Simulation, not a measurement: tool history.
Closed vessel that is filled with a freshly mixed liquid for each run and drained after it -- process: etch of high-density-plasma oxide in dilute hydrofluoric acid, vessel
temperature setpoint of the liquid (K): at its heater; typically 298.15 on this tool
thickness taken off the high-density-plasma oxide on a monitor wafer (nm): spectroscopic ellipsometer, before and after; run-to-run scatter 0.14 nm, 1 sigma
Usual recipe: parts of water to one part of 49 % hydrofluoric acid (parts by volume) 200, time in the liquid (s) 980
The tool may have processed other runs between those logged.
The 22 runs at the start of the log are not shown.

run   hour  temperature setpoint of the liquid (K)  parts of water to one part of 49 % hydrofluoric acid (parts by volume)  time in the liquid (s)  wafers since the last listed run  hours since the thermometer was replaced  hours since the hydrofluoric acid flow meter was replaced  hours since the gauge calibration  read-back film thickness of the high-density-plasma oxide reference wafer, read on the same gauge (nm)  thickness taken off the high-density-plasma oxide on a monitor wafer (nm)
 23  287.3                                  298.15                                                                     200                     980                               673                                      62.3                                                       78.4                               45.0                                                                                                  119.98                                                                      31.54
 24  297.6                                  294.15                                                                     170                     980                               722                                      72.6                                                       88.7                               55.3                                                                                                  120.00                                                                      33.34
 25  303.9                                  298.15                                                                     200                     655                               441                                      78.9                                                       95.0                               61.6                                                                                                  120.01                                                                      21.24
 26  321.2                                  300.65                                                                     175                     675                              1212                                      96.2                                                      112.3                               78.9                                                                                                  119.98                                                                      28.22
 27  331.5                                  298.15                                                                     200                     980                               722                                     106.5                                                      122.6                               89.2                                                                                                  120.01                                                                      31.78
 28  340.2                                  298.15                                                                     200                     980                               609                                     115.2                                                      131.3                               97.9                                                                                                  120.00                                                                      31.76
 29  346.4                                  294.65                                                                     165                    1255                               434                                     121.4                                                      137.5                              104.1                                                                                                  120.00                                                                      44.89
 30  355.8                                  298.15                                                                     250                    1385                               658                                     130.8                                                      146.9                              113.5                                                                                                  119.99                                                                      34.13
 31  368.8                                  302.65                                                                     165                    1530                               911                                     143.8                                                      159.9                              126.5                                                                                                  120.00                                                                      74.00
 32  385.9                                  296.65                                                                     280                    1350                              1198                                     160.9                                                      177.0                              143.6                                                                                                  120.02                                                                      27.61

Here are 3 independent what-if runs from the current tool condition. What would each one return?
  A  386.8                                  298.15                                                                     200                     980                                63                                     161.8                                                      177.9                              144.5                                                                                                       ?                                                                          ?
  B  386.8                                  294.65                                                                     150                     540                                63                                     161.8                                                      177.9                              144.5                                                                                                       ?                                                                          ?
  C  386.8                                  296.15                                                                     155                     545                                63                                     161.8                                                      177.9                              144.5                                                                                                       ?                                                                          ?

run  read-back film thickness of the high-density-plasma oxide reference wafer, read on the same gauge (nm)  thickness taken off the high-density-plasma oxide on a monitor wafer (nm)
  A                                                                                                  120.00                                                                      31.85
  B                                                                                                  120.00                                                                      21.68
  C                                                                                                  120.00                                                                      22.31
The same runs, with their run-to-run variation unchanged, on a tool lacking any hidden condition would have given:
run  thickness taken off the high-density-plasma oxide on a monitor wafer (nm)
  A                                                                      31.11
  B                                                                      21.14
  C                                                                      21.77
